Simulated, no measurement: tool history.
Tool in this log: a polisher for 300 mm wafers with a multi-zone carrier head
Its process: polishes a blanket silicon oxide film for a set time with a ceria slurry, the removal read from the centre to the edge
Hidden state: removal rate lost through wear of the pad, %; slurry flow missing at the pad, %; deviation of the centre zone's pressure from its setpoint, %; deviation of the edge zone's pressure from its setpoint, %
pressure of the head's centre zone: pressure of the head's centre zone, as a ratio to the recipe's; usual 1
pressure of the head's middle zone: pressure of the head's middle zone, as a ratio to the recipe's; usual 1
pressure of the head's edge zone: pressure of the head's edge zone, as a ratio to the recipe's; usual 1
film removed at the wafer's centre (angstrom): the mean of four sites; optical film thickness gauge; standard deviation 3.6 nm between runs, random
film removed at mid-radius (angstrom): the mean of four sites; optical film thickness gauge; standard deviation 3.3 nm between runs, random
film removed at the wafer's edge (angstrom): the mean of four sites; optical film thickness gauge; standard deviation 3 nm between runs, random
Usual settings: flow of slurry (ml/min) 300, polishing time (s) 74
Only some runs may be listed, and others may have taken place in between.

run   hour  flow of slurry (ml/min)  pressure of the head's centre zone  pressure of the head's middle zone  pressure of the head's edge zone  polishing time (s)  wafers since the last listed run  wafers polished on this pad  hours since the slurry nozzle was cleaned  hours since the centre zone pressure was calibrated  hours since the edge zone pressure was calibrated  hours since the carrier head's membrane was replaced  incoming thickness of the incoming film, nm  film removed at the wafer's centre (angstrom)  film removed at mid-radius (angstrom)  film removed at the wafer's edge (angstrom)
  1      0                      300                                 1.1                                1.07                                 1                  51                                 0                          745                                      544.8                                               1225.5                                             1206.5                                                  44.1                                       1730.3                                           1911                                   1943                                         1847
  2     11                      300                                0.91                                0.94                                 1                  50                                61                          807                                      555.8                                               1236.5                                             1217.5                                                  55.1                                       1753.6                                           1592                                   1704                                         1791
      24.7  -- centre zone pressure recalibrated
  3   28.1                      300                                   1                                   1                                 1                  74                                84                          892                                      572.9                                                  3.4                                             1234.6                                                  72.2                                       1754.5                                           2526                                   2616                                         2665
  4   39.2                      300                                   1                                   1                                 1                  74                                62                          955                                        584                                                 14.5                                             1245.7                                                  83.3                                       1765.3                                           2594                                   2600                                         2682
  5   55.9                      300                                   1                                   1                                 1                  74                                93                         1048                                      600.7                                                 31.2                                             1262.4                                                   100                                       1759.1                                           2540                                   2654                                         2668
      61.2  -- slurry nozzle cleaned
      64.1  -- worn pad replaced by a new one
  6   70.3                      300                                 0.9                                   1                                 1                  74                                58                           34                                        9.1                                                 45.6                                             1276.8                                                 114.4                                       1717.3                                           2531                                   2816                                         2799
  7   81.5                      300                                   1                                 1.1                              1.07                  74                                62                           97                                       20.3                                                 56.8                                               1288                                                 125.6                                       1737.6                                           2766                                   3019                                         2838
  8   88.9                      235                                   1                                   1                                 1                  74                                41                          139                                       27.7                                                 64.2                                             1295.4                                                   133                                       1787.2                                           2608                                   2687                                         2707
  9  104.9                      390                                   1                                   1                                 1                  74                                89                          229                                       43.7                                                 80.2                                             1311.4                                                   149                                       1749.6                                           2856                                   2850                                         2908
 10  121.3                      300                                   1                                   1                                 1                  74                                92                          321                                       60.1                                                 96.6                                             1327.8                                                 165.4                                       1743.4                                           2735                                   2766                                         2767
 11  130.4                      300                                   1                                0.97                                 1                  92                                51                          372                                       69.2                                                105.7                                             1336.9                                                 174.5                                       1741.2                                           3449                                   3348                                         3380
 12  141.4                      300                                   1                                   1                                 1                  74                                61                          434                                       80.2                                                116.7                                             1347.9                                                 185.5                                       1786.9                                           2769                                   2816                                         2718
 13  154.8                      300                                0.93                                   1                                 1                  89                                75                          509                                       93.6                                                130.1                                             1361.3                                                 198.9                                         1743                                           3102                                   3298                                         3346
 14  169.6                      300                                0.89                                   1                                 1                  74                                83                          593                                      108.4                                                144.9                                             1376.1                                                 213.7                                       1769.8                                           2551                                   2755                                         2809
     181.8  -- edge zone pressure recalibrated
 15  215.1                      300                                   1                                   1                                 1                  74                               244                          837                                      153.9                                                190.4                                               33.3                                                 259.2                                         1769                                           2728                                   2796                                         2756
 16  227.9                      300                                   1                                   1                                 1                  74                                71                          909                                      166.7                                                203.2                                               46.1                                                   272                                       1740.9                                           2746                                   2741                                         2783
     244.1  -- worn pad replaced by a new one
 17  244.6                      370                                   1                                   1                                 1                  63                                71                            2                                      183.4                                                219.9                                               62.8                                                 288.7                                       1736.1                                           2439                                   2452                                         2390
 18  260.9                      300                                   1                                   1                                 1                  74                                91                           94                                      199.7                                                236.2                                               79.1                                                   305                                       1739.4                                           2693                                   2803                                         2760
 19  275.2                      240                                1.06                                0.97                                 1                  54                                80                          174                                        214                                                250.5                                               93.4                                                 319.3                                       1757.5                                           2068                                   1925                                         2001
 20  288.7                      375                                   1                                   1                              1.06                  96                                75                          250                                      227.5                                                  264                                              106.9                                                 332.8                                       1772.1                                           3654                                   3742                                         3756
 21  308.8                      300                                   1                                   1                                 1                  74                               113                          363                                      247.6                                                284.1                                                127                                                 352.9                                       1745.5                                           2754                                   2735                                         2724
 22    317                      300                                   1                                   1                                 1                  83                                46                          410                                      255.8                                                292.3                                              135.2                                                 361.1                                       1732.3                                           3057                                   3147                                         3162
 23  334.7                      300                                   1                                   1                                 1                  74                                99                          509                                      273.5                                                  310                                              152.9                                                 378.8                                       1743.7                                           2706                                   2776                                         2792

Here are 3 independent what-if runs from the current tool condition. What would each one return?
  A  335.2                      300                                   1                                   1                                 1                  74                                 2                          512                                        274                                                310.5                                              153.4                                                 379.3                                       1744.9                                              ?                                      ?                                            ?
  B  335.2                      300                                0.91                                1.06                              0.94                  74                                 2                          512                                        274                                                310.5                                              153.4                                                 379.3                                       1744.9                                              ?                                      ?                                            ?
  C  335.2                      300                                1.08                                   1                                 1                  74                                 2                          512                                        274                                                310.5                                              153.4                                                 379.3                                       1744.9                                              ?                                      ?                                            ?

run  film removed at the wafer's centre (angstrom)  film removed at mid-radius (angstrom)  film removed at the wafer's edge (angstrom)
  A                                           2711                                   2763                                         2755
  B                                           2503                                   2904                                         2673
  C                                           2897                                   2762                                         2755
Without the tool's unlogged condition, the same runs would have read:
run  film removed at the wafer's centre (angstrom)  film removed at mid-radius (angstrom)  film removed at the wafer's edge (angstrom)
  A                                           2737                                   2787                                         2774
  B                                           2527                                   2930                                         2691
  C                                           2925                                   2786                                         2774
